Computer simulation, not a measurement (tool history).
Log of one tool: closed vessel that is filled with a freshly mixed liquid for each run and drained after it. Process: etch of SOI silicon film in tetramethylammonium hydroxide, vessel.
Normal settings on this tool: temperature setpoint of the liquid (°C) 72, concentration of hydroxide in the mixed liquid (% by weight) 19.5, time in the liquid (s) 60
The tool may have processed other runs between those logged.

run   hour  temperature setpoint of the liquid (°C)  concentration of hydroxide in the mixed liquid (% by weight)  time in the liquid (s)  wafers since the last listed run  hours since the thermometer was replaced  hours since the hydroxide flow meter was replaced  hours since the gauge calibration  read-back film thickness of the SOI silicon film reference wafer, read on the same gauge (nm)  thickness taken off the SOI silicon film on a monitor wafer (angstrom)
  1      0                                       72                                                          19.5                      60                                 0                                    2388.4                                              746.9                               17.9                                                                                         150.01                                                                  4787.1
  2   17.5                                       72                                                          19.5                      60                              1919                                    2405.9                                              764.4                               35.4                                                                                            150                                                                  4782.8
  3   35.4                                       72                                                          19.5                      60                              1963                                    2423.8                                              782.3                               53.3                                                                                            150                                                                  4804.1
  4   51.6                                       72                                                          19.5                      60                              1776                                      2440                                              798.5                               69.5                                                                                            150                                                                  4814.7
  5   66.7                                       72                                                          19.5                      50                              1656                                    2455.1                                              813.6                               84.6                                                                                         150.01                                                                  4015.6
  6   79.7                                       72                                                          19.5                      35                              1425                                    2468.1                                              826.6                               97.6                                                                                            150                                                                    2812
      81.1  -- hydroxide flow meter replaced
      86.9  -- thermometer replaced
  7   95.4                                       72                                                          19.5                      35                              1502                                       8.5                                               14.3                              113.3                                                                                            150                                                                  2318.6
  8  104.6                                       72                                                          19.5                      60                              1009                                      17.7                                               23.5                              122.5                                                                                         150.01                                                                  3981.7
     110.5  -- gauge calibrated
  9  115.3                                       72                                                          22.5                      40                              1173                                      28.4                                               34.2                                4.8                                                                                         149.98                                                                  2466.2
 10  130.6                                       68                                                          24.5                      30                              1678                                      43.7                                               49.5                               20.1                                                                                         150.02                                                                  1328.1
 11  143.3                                     78.5                                                            16                      75                              1393                                      56.4                                               62.2                               32.8                                                                                            150                                                                  7787.8
 12  160.9                                       72                                                          19.5                      60                              1930                                        74                                               79.8                               50.4                                                                                         150.01                                                                  4000.7
 13  173.9                                     67.5                                                            22                      50                              1425                                        87                                               92.8                               63.4                                                                                         150.01                                                                  2423.7
 14  183.6                                       72                                                          19.5                      45                              1063                                      96.7                                              102.5                               73.1                                                                                         149.99                                                                  3013.2

Entry by entry between the runs, the difference in hidden state between the last listed run before and the first listed run after:
Logged between run 6 and run 7: hydroxide flow meter replaced (hour 81.1); thermometer replaced (hour 86.9)
  liquid hotter than its thermometer reads (K): 2.74 -> 0.167; hydroxide flow below the setpoint (%): 12.3 -> 1.33
  measured minus no-state result, thickness taken off the SOI silicon film on a monitor wafer (angstrom): +536.9 -> +36.5
Logged between run 8 and run 9: gauge calibrated (hour 110.5)
  liquid hotter than its thermometer reads (K): 0.177 -> 0.188; hydroxide flow below the setpoint (%): 1.44 -> 1.58
  measured minus no-state result, thickness taken off the SOI silicon film on a monitor wafer (angstrom): +67 -> +68.8

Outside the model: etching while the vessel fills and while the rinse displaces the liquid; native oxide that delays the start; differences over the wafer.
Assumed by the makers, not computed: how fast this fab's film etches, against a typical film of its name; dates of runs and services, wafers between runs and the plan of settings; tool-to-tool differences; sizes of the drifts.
